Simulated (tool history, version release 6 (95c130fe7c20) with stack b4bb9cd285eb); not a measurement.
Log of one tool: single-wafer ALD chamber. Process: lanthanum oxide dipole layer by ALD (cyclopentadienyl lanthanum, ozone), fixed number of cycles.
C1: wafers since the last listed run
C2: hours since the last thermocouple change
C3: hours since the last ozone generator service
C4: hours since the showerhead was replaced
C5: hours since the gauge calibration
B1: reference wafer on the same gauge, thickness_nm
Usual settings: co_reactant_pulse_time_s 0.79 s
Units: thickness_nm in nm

Run 1, hour 0.0: usual settings but co_reactant_pulse_time_s 0.58 s; C1 0; C2 1576.0; C3 69.5; C4 5011.1; C5 838.5; B1 0.420. Result: thickness_nm 0.399 nm.
Run 2, hour 57.9: usual settings but co_reactant_pulse_time_s 0.58 s; C1 551; C2 1633.9; C3 127.4; C4 5069.0; C5 896.4; B1 0.420. Result: thickness_nm 0.400 nm.
Run 3, hour 125.3: usual settings but co_reactant_pulse_time_s 0.58 s; C1 642; C2 1701.3; C3 194.8; C4 5136.4; C5 963.8; B1 0.420. Result: thickness_nm 0.397 nm.
Run 4, hour 181.8: usual settings but co_reactant_pulse_time_s 0.64 s; C1 538; C2 1757.8; C3 251.3; C4 5192.9; C5 1020.3; B1 0.420. Result: thickness_nm 0.409 nm.
Run 5, hour 222.0: usual settings but co_reactant_pulse_time_s 0.95 s; C1 383; C2 1798.0; C3 291.5; C4 5233.1; C5 1060.5; B1 0.420. Result: thickness_nm 0.468 nm.
Run 6, hour 257.0: usual settings but co_reactant_pulse_time_s 0.95 s; C1 333; C2 1833.0; C3 326.5; C4 5268.1; C5 1095.5; B1 0.419. Result: thickness_nm 0.465 nm.
Run 7, hour 301.7: usual settings but co_reactant_pulse_time_s 0.95 s; C1 425; C2 1877.7; C3 371.2; C4 5312.8; C5 1140.2; B1 0.420. Result: thickness_nm 0.465 nm.
Run 8, hour 362.2: usual settings but co_reactant_pulse_time_s 1.00 s; C1 576; C2 1938.2; C3 431.7; C4 5373.3; C5 1200.7; B1 0.419. Result: thickness_nm 0.475 nm.
At hour 440.0: showerhead replaced.
Run 9, hour 440.5: usual settings but co_reactant_pulse_time_s 1.00 s; C1 669; C2 2016.5; C3 510.0; C4 0.5; C5 1279.0; B1 0.421. Result: thickness_nm 0.472 nm.
Run 10, hour 478.1: usual settings but co_reactant_pulse_time_s 0.67 s; C1 358; C2 2054.1; C3 547.6; C4 38.1; C5 1316.6; B1 0.420. Result: thickness_nm 0.415 nm.
At hour 491.0: gauge calibrated.
Run 11, hour 509.4: usual settings; C1 298; C2 2085.4; C3 578.9; C4 69.4; C5 18.4; B1 0.420. Result: thickness_nm 0.437 nm.
Run 12, hour 571.2: usual settings; C1 588; C2 2147.2; C3 640.7; C4 131.2; C5 80.2; B1 0.420. Result: thickness_nm 0.440 nm.
Run 13, hour 642.7: usual settings; C1 681; C2 2218.7; C3 712.2; C4 202.7; C5 151.7; B1 0.420. Result: thickness_nm 0.437 nm.
Run 14, hour 695.0: usual settings; C1 498; C2 2271.0; C3 764.5; C4 255.0; C5 204.0; B1 0.420. Result: thickness_nm 0.437 nm.
Run 15, hour 734.3: usual settings; C1 374; C2 2310.3; C3 803.8; C4 294.3; C5 243.3; B1 0.420. Result: thickness_nm 0.437 nm.
Run 16, hour 763.2: usual settings but co_reactant_pulse_time_s 0.93 s; C1 275; C2 2339.2; C3 832.7; C4 323.2; C5 272.2; B1 0.420. Result: thickness_nm 0.461 nm.
At hour 819.4: ozone generator serviced.
Run 17, hour 880.9: usual settings; C1 1045; C2 2456.9; C3 61.5; C4 440.9; C5 389.9; B1 0.419. Result: thickness_nm 0.446 nm.
At hour 893.2: thermocouple changed; heater temperature recalibrated.
Run 18, hour 912.6: usual settings but co_reactant_pulse_time_s 0.98 s; C1 225; C2 19.4; C3 93.2; C4 472.6; C5 421.6; B1 0.419. Result: thickness_nm 0.471 nm.
Run 19, hour 957.9: usual settings but co_reactant_pulse_time_s 0.58 s; C1 431; C2 64.7; C3 138.5; C4 517.9; C5 466.9; B1 0.420. Result: thickness_nm 0.399 nm.
Run 20, hour 1007.5: usual settings but co_reactant_pulse_time_s 0.92 s; C1 472; C2 114.3; C3 188.1; C4 567.5; C5 516.5; B1 0.420. Result: thickness_nm 0.464 nm.
Run 21, hour 1064.7: usual settings but co_reactant_pulse_time_s 0.62 s; C1 545; C2 171.5; C3 245.3; C4 624.7; C5 573.7; B1 0.420. Result: thickness_nm 0.403 nm.
Run 22, hour 1119.1: usual settings but co_reactant_pulse_time_s 1.06 s; C1 518; C2 225.9; C3 299.7; C4 679.1; C5 628.1; B1 0.420. Result: thickness_nm 0.477 nm.
Run 23, hour 1145.4: usual settings but co_reactant_pulse_time_s 0.68 s; C1 250; C2 252.2; C3 326.0; C4 705.4; C5 654.4; B1 0.420. Result: thickness_nm 0.418 nm.
Run 24, hour 1187.5: usual settings but co_reactant_pulse_time_s 0.54 s; C1 401; C2 294.3; C3 368.1; C4 747.5; C5 696.5; B1 0.420. Result: thickness_nm 0.385 nm.
Run 25, hour 1217.2: usual settings but co_reactant_pulse_time_s 0.55 s; C1 283; C2 324.0; C3 397.8; C4 777.2; C5 726.2; B1 0.420. Result: thickness_nm 0.386 nm.
Run 26, hour 1388.6: usual settings but co_reactant_pulse_time_s 0.66 s; C1 1633; C2 495.4; C3 569.2; C4 948.6; C5 897.6; B1 0.421. Result: thickness_nm 0.412 nm.
Run 27, hour 1460.2: usual settings but co_reactant_pulse_time_s 0.62 s; C1 682; C2 567.0; C3 640.8; C4 1020.2; C5 969.2; B1 0.420. Result: thickness_nm 0.402 nm.

The tool's hidden state at each run:
wafer temperature above the value expected at the setpoint (K): 0 in every run
gauge reads high (%): 0 in every run
H1: ozone dose above that of a generator just serviced (%)
run     H1
  1  -1.85
  2  -2.83
  3  -3.76
  4  -4.39
  5  -4.78
  6  -5.08
  7  -5.42
  8  -5.81
  9  -6.21
 10  -6.37
 11  -6.48
 12  -6.69
 13  -6.88
 14  -6.99
 15  -7.06
 16  -7.11
 17  -1.54
 18  -2.11
 19  -2.83
 20  -3.51
 21  -4.17
 22  -4.69
 23  -4.92
 24  -5.24
 25  -5.44
 26  -6.29
 27  -6.53

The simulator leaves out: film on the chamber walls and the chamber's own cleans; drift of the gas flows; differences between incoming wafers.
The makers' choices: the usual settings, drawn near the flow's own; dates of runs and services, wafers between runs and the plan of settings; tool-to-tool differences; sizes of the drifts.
